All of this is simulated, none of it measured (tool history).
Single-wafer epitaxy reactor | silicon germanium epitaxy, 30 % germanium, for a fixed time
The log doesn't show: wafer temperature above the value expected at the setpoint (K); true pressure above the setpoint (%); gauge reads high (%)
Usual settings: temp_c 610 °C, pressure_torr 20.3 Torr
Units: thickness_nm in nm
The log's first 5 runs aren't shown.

run   hour  temp_c  pressure_torr  wafers since the last listed run  hours since the last pyrometer calibration  hours since the last manometer calibration  hours since the showerhead was replaced  hours since the gauge calibration  read-back reference wafer on the same gauge, thickness_nm  thickness_nm
  6  128.7     610           20.3                               518                                      1083.3                                      1261.4                                   7834.5                              170.6                                                     73.391        76.797
  7  148.7     610           20.3                               305                                      1103.3                                      1281.4                                   7854.5                              190.6                                                     73.385        76.631
  8  161.7     610           20.3                               198                                      1116.3                                      1294.4                                   7867.5                              203.6                                                     73.430        76.773
  9  190.7     621           20.3                               443                                      1145.3                                      1323.4                                   7896.5                              232.6                                                     73.334        91.275
 10  211.9     621           20.3                               324                                      1166.5                                      1344.6                                   7917.7                              253.8                                                     73.383        90.711
 11  232.8     610           20.3                               319                                      1187.4                                      1365.5                                   7938.6                              274.7                                                     73.309        76.641
 12  263.4     610           20.3                               467                                      1218.0                                      1396.1                                   7969.2                              305.3                                                     73.378        77.076
 13  297.5     610           20.3                               521                                      1252.1                                      1430.2                                   8003.3                              339.4                                                     73.371        76.968
 14  314.6     600           18.4                               261                                      1269.2                                      1447.3                                   8020.4                              356.5                                                     73.398        62.797
 15  329.1     617           20.3                               221                                      1283.7                                      1461.8                                   8034.9                              371.0                                                     73.366        85.975
 16  347.3     617           20.3                               278                                      1301.9                                      1480.0                                   8053.1                              389.2                                                     73.500        86.032
 17  370.2     610           20.3                               350                                      1324.8                                      1502.9                                   8076.0                              412.1                                                     73.287        76.938
     386.2  -- gauge calibrated
 18  402.0     621           15.8                               486                                      1356.6                                      1534.7                                   8107.8                               15.8                                                     73.475        82.730
 19  434.3     605           20.3                               493                                      1388.9                                      1567.0                                   8140.1                               48.1                                                     73.384        71.501
 20  454.2     610           20.3                               304                                      1408.8                                      1586.9                                   8160.0                               68.0                                                     73.420        77.578
 21  474.4     597           20.3                               308                                      1429.0                                      1607.1                                   8180.2                               88.2                                                     73.414        62.886
     497.3  -- showerhead replaced, of another model than before
 22  507.8     599           22.1                               388                                      1462.4                                      1640.5                                     10.5                              121.6                                                     73.367        67.005
     549.2  -- capacitance manometer re-zeroed and calibrated
 23  615.7     600           15.2                              1527                                      1570.3                                        66.5                                    118.4                              229.5                                                     73.399        60.713
     643.6  -- pyrometer calibrated
 24  644.0     603           20.3                               310                                         0.4                                        94.8                                    146.7                              257.8                                                     73.432        65.365
 25  663.0     610           20.3                               290                                        19.4                                       113.8                                    165.7                              276.8                                                     73.423        73.233
 26  679.9     600           15.2                               258                                        36.3                                       130.7                                    182.6                              293.7                                                     73.422        56.936
 27  695.5     602           22.5                               238                                        51.9                                       146.3                                    198.2                              309.3                                                     73.462        66.221

Forecast run 28:
 28  709.1     610           20.3                               207                                        65.5                                       159.9                                    211.8                              322.9                                                          ?             ?

{"run 28": {"read-back reference wafer on the same gauge, thickness_nm": 73.323, "thickness_nm": 72.984}}
Without the tool's hidden state the same run would have given thickness_nm 73.515 nm.
